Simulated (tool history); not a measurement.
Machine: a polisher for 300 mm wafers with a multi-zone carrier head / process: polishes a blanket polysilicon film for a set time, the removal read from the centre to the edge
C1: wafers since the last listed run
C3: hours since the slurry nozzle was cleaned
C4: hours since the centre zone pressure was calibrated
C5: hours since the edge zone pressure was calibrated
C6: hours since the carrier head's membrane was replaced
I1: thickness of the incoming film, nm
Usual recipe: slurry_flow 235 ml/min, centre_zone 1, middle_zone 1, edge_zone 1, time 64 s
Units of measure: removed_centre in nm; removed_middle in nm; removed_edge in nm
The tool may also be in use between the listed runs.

Run 1, hour 0: usual settings; C1 0; wafers polished on this pad 132; C3 510.9; C4 1188.2; C5 735.3; C6 927.6; I1 1672.5. Result: removed_centre 440.8 nm, removed_middle 443.1 nm, removed_edge 444.1 nm.
At hour 8: edge zone pressure recalibrated.
At hour 8.8: slurry nozzle cleaned.
At hour 9: carrier head's membrane replaced by a new one.
Run 2, hour 10.9: usual settings; C1 90; wafers polished on this pad 222; C3 2.1; C4 1199.1; C5 2.9; C6 1.9; I1 1693.7. Result: removed_centre 463.5 nm, removed_middle 471.9 nm, removed_edge 460.8 nm.
Run 3, hour 17.1: usual settings; C1 70; wafers polished on this pad 293; C3 8.3; C4 1205.3; C5 9.1; C6 8.1; I1 1666. Result: removed_centre 463.6 nm, removed_middle 452.7 nm, removed_edge 460.4 nm.
Run 4, hour 26.8: usual settings; C1 111; wafers polished on this pad 404; C3 18; C4 1215; C5 18.8; C6 17.8; I1 1660.2. Result: removed_centre 464.6 nm, removed_middle 477.1 nm, removed_edge 453.5 nm.
Run 5, hour 38.1: usual settings but time 52 s; C1 129; wafers polished on this pad 534; C3 29.3; C4 1226.3; C5 30.1; C6 29.1; I1 1697.1. Result: removed_centre 376 nm, removed_middle 364.6 nm, removed_edge 380.3 nm.
Run 6, hour 47.8: usual settings but time 52 s; C1 111; wafers polished on this pad 645; C3 39; C4 1236; C5 39.8; C6 38.8; I1 1706.1. Result: removed_centre 374.4 nm, removed_middle 377.9 nm, removed_edge 376.9 nm.
At hour 52.8: worn pad replaced by a new one, of another model than before.
Run 7, hour 55.7: usual settings but slurry_flow 180 ml/min, centre_zone 1.03; C1 44; wafers polished on this pad 33; C3 46.9; C4 1243.9; C5 47.7; C6 46.7; I1 1684.9. Result: removed_centre 468 nm, removed_middle 457 nm, removed_edge 451.4 nm.
Run 8, hour 65.4: usual settings but slurry_flow 195 ml/min, middle_zone 0.94; C1 111; wafers polished on this pad 144; C3 56.6; C4 1253.6; C5 57.4; C6 56.4; I1 1712.5. Result: removed_centre 451.9 nm, removed_middle 431.9 nm, removed_edge 455.7 nm.
Run 9, hour 78.1: usual settings but slurry_flow 290 ml/min, centre_zone 1.06, middle_zone 1.06, edge_zone 0.97; C1 145; wafers polished on this pad 289; C3 69.3; C4 1266.3; C5 70.1; C6 69.1; I1 1681.8. Result: removed_centre 494.4 nm, removed_middle 480.6 nm, removed_edge 461.4 nm.
Run 10, hour 90.1: usual settings but centre_zone 0.9; C1 137; wafers polished on this pad 427; C3 81.3; C4 1278.3; C5 82.1; C6 81.1; I1 1659.8. Result: removed_centre 410.3 nm, removed_middle 459.2 nm, removed_edge 461.3 nm.
At hour 94.8: centre zone pressure recalibrated.
Run 11, hour 101.2: usual settings; C1 104; wafers polished on this pad 531; C3 92.4; C4 6.4; C5 93.2; C6 92.2; I1 1699.2. Result: removed_centre 460.2 nm, removed_middle 448.4 nm, removed_edge 467.8 nm.
Run 12, hour 109.2: usual settings but slurry_flow 205 ml/min, middle_zone 0.94, edge_zone 1.12; C1 91; wafers polished on this pad 622; C3 100.4; C4 14.4; C5 101.2; C6 100.2; I1 1653.4. Result: removed_centre 457.4 nm, removed_middle 442.7 nm, removed_edge 481.1 nm.
Run 13, hour 116: usual settings; C1 77; wafers polished on this pad 700; C3 107.2; C4 21.2; C5 108; C6 107; I1 1687.7. Result: removed_centre 460.6 nm, removed_middle 465.8 nm, removed_edge 463 nm.
At hour 124.8: worn pad replaced by a new one.
Run 14, hour 132.3: usual settings but middle_zone 0.89, time 83 s; C1 140; wafers polished on this pad 85; C3 123.5; C4 37.5; C5 124.3; C6 123.3; I1 1651.5. Result: removed_centre 609.2 nm, removed_middle 552.5 nm, removed_edge 603.2 nm.
Run 15, hour 148.1: usual settings but slurry_flow 160 ml/min, centre_zone 1.09, edge_zone 0.93, time 53 s; C1 180; wafers polished on this pad 266; C3 139.3; C4 53.3; C5 140.1; C6 139.1; I1 1667.3. Result: removed_centre 412.2 nm, removed_middle 378.1 nm, removed_edge 365.6 nm.
Run 16, hour 163.8: usual settings; C1 179; wafers polished on this pad 446; C3 155; C4 69; C5 155.8; C6 154.8; I1 1686.5. Result: removed_centre 464.7 nm, removed_middle 467.7 nm, removed_edge 462.7 nm.
Run 17, hour 174.5: usual settings but slurry_flow 275 ml/min, middle_zone 1.1; C1 122; wafers polished on this pad 568; C3 165.7; C4 79.7; C5 166.5; C6 165.5; I1 1670.9. Result: removed_centre 456.8 nm, removed_middle 490.2 nm, removed_edge 466.4 nm.
Run 18, hour 189.4: usual settings but middle_zone 1.1, edge_zone 0.93, time 74 s; C1 170; wafers polished on this pad 739; C3 180.6; C4 94.6; C5 181.4; C6 180.4; I1 1675.1. Result: removed_centre 518.4 nm, removed_middle 564.2 nm, removed_edge 516.3 nm.
At hour 197.5: worn pad replaced by a new one.
Run 19, hour 198.1: usual settings but slurry_flow 295 ml/min, centre_zone 1.07; C1 53; wafers polished on this pad 6; C3 189.3; C4 103.3; C5 190.1; C6 189.1; I1 1683.1. Result: removed_centre 494.8 nm, removed_middle 464.3 nm, removed_edge 464.4 nm.
Run 20, hour 204.3: usual settings but middle_zone 1.09, time 58 s; C1 70; wafers polished on this pad 77; C3 195.5; C4 109.5; C5 196.3; C6 195.3; I1 1686.1. Result: removed_centre 418.8 nm, removed_middle 439.1 nm, removed_edge 417.9 nm.
Run 21, hour 210.6: usual settings; C1 72; wafers polished on this pad 149; C3 201.8; C4 115.8; C5 202.6; C6 201.6; I1 1699.4. Result: removed_centre 444.3 nm, removed_middle 459.6 nm, removed_edge 465.3 nm.
Run 22, hour 236.2: usual settings but edge_zone 0.88; C1 293; wafers polished on this pad 442; C3 227.4; C4 141.4; C5 228.2; C6 227.2; I1 1692.3. Result: removed_centre 448.1 nm, removed_middle 475.1 nm, removed_edge 442.6 nm.

Branching from run 22: 4 alternative next runs. What would each branch give?
Run A, hour 236.6: usual settings; C1 4; wafers polished on this pad 447; C3 227.8; C4 141.8; C5 228.6; C6 227.6; I1 1669.2. Result: removed_centre ?, removed_middle ?, removed_edge ?.
Run B, hour 236.6: usual settings but slurry_flow 180 ml/min, edge_zone 0.92, time 85 s; C1 4; wafers polished on this pad 447; C3 227.8; C4 141.8; C5 228.6; C6 227.6; I1 1669.2. Result: removed_centre ?, removed_middle ?, removed_edge ?.
Run C, hour 236.6: usual settings but edge_zone 0.94; C1 4; wafers polished on this pad 447; C3 227.8; C4 141.8; C5 228.6; C6 227.6; I1 1669.2. Result: removed_centre ?, removed_middle ?, removed_edge ?.
Run D, hour 236.6: usual settings but slurry_flow 300 ml/min, time 45 s; C1 4; wafers polished on this pad 447; C3 227.8; C4 141.8; C5 228.6; C6 227.6; I1 1669.2. Result: removed_centre ?, removed_middle ?, removed_edge ?.

run  removed_centre  removed_middle  removed_edge
  A           448.1           471.6         459.2
  B           583.3           615.1         584.2
  C           448.1           471.6         449.2
  D           320.9           337.1         326.9
What these runs would have given with no unlogged condition in the tool:
run  removed_centre  removed_middle  removed_edge
  A           450.9           474.1         461.1
  B           587.4             619         586.9
  C           450.9           474.2           451
  D           322.6           338.7           328
